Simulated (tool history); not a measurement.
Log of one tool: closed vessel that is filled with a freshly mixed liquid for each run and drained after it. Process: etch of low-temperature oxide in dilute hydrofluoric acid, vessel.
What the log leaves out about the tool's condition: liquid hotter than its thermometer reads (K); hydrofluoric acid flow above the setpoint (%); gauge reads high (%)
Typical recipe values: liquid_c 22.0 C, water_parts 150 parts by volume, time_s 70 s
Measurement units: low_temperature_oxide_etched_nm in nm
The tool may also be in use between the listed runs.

run	hour	liquid_c	water_parts	time_s	wafers since the last listed run	hours since the thermometer was replaced	hours since the hydrofluoric acid flow meter was replaced	hours since the gauge calibration	read-back film thickness of the low-temperature oxide reference wafer, read on the same gauge (nm)	low_temperature_oxide_etched_nm
1	0.0	22.0	150	70	0	470.7	726.0	1150.0	40.00	16.07
2	45.2	22.0	150	70	5919	515.9	771.2	1195.2	40.05	16.37
# hour 106.5: hydrofluoric acid flow meter replaced
3	132.5	22.0	150	70	11301	603.2	26.0	1282.5	40.02	15.22
4	238.6	25.5	150	70	13893	709.3	132.1	1388.6	39.98	17.64
5	290.5	22.0	150	70	6796	761.2	184.0	1440.5	40.00	15.46
6	378.8	23.0	150	70	11563	849.5	272.3	1528.8	39.99	16.23
# hour 422.8: thermometer replaced
7	473.6	23.0	150	70	12283	50.8	367.1	1623.6	40.02	16.54
8	530.1	22.0	150	70	7398	107.3	423.6	1680.1	40.00	15.89
# hour 590.5: gauge calibrated
9	618.1	22.0	150	70	11523	195.3	511.6	27.6	40.01	15.89
10	719.8	22.0	150	70	13317	297.0	613.3	129.3	40.00	15.94
11	760.7	22.0	150	70	5355	337.9	654.2	170.2	40.00	16.18
12	823.1	22.0	150	70	8171	400.3	716.6	232.6	40.00	16.18
13	876.8	19.5	150	50	7032	454.0	770.3	286.3	39.97	10.55
14	957.4	19.5	180	70	10554	534.6	850.9	366.9	39.99	12.05
# hour 994.1: hydrofluoric acid flow meter replaced
15	1000.3	22.0	150	70	5486	577.5	6.2	409.8	39.98	17.26
16	1040.2	24.5	150	85	5224	617.4	46.1	449.7	40.00	23.02
17	1115.8	22.0	150	70	9899	693.0	121.7	525.3	40.02	17.30
# hour 1157.1: thermometer replaced
18	1174.3	22.0	95	70	7529	17.2	180.2	583.8	39.96	29.20
# hour 1197.4: hydrofluoric acid flow meter replaced, repeated, since the last time left the tool worse
19	1262.6	22.0	150	70	11432	105.5	65.2	672.1	39.98	15.25
20	1316.0	22.0	120	70	6992	158.9	118.6	725.5	39.97	19.67
21	1352.5	26.0	115	70	4779	195.4	155.1	762.0	40.01	24.25
22	1401.2	22.0	105	70	6377	244.1	203.8	810.7	39.97	23.28
23	1444.7	22.0	215	70	5696	287.6	247.3	854.2	40.00	10.13
24	1504.1	22.0	150	70	7778	347.0	306.7	913.6	40.02	15.74
25	1588.7	22.0	150	70	11078	431.6	391.3	998.2	39.96	15.81

What if the next run were any one of these 5? Each begins from the tool's condition after run 25:
A	1589.4	20.5	150	70	91	432.3	392.0	998.9	?	?
B	1589.4	20.5	90	90	91	432.3	392.0	998.9	?	?
C	1589.4	22.0	90	100	91	432.3	392.0	998.9	?	?
D	1589.4	22.0	150	60	91	432.3	392.0	998.9	?	?
E	1589.4	19.0	150	95	91	432.3	392.0	998.9	?	?

run	read-back film thickness of the low-temperature oxide reference wafer, read on the same gauge (nm)	low_temperature_oxide_etched_nm
A	40.01	14.99
B	40.01	34.25
C	40.01	40.46
D	40.01	13.63
E	40.01	19.16
Without the tool's hidden state the same runs would have given:
run	low_temperature_oxide_etched_nm
A	14.45
B	33.06
C	39.06
D	13.13
E	18.47

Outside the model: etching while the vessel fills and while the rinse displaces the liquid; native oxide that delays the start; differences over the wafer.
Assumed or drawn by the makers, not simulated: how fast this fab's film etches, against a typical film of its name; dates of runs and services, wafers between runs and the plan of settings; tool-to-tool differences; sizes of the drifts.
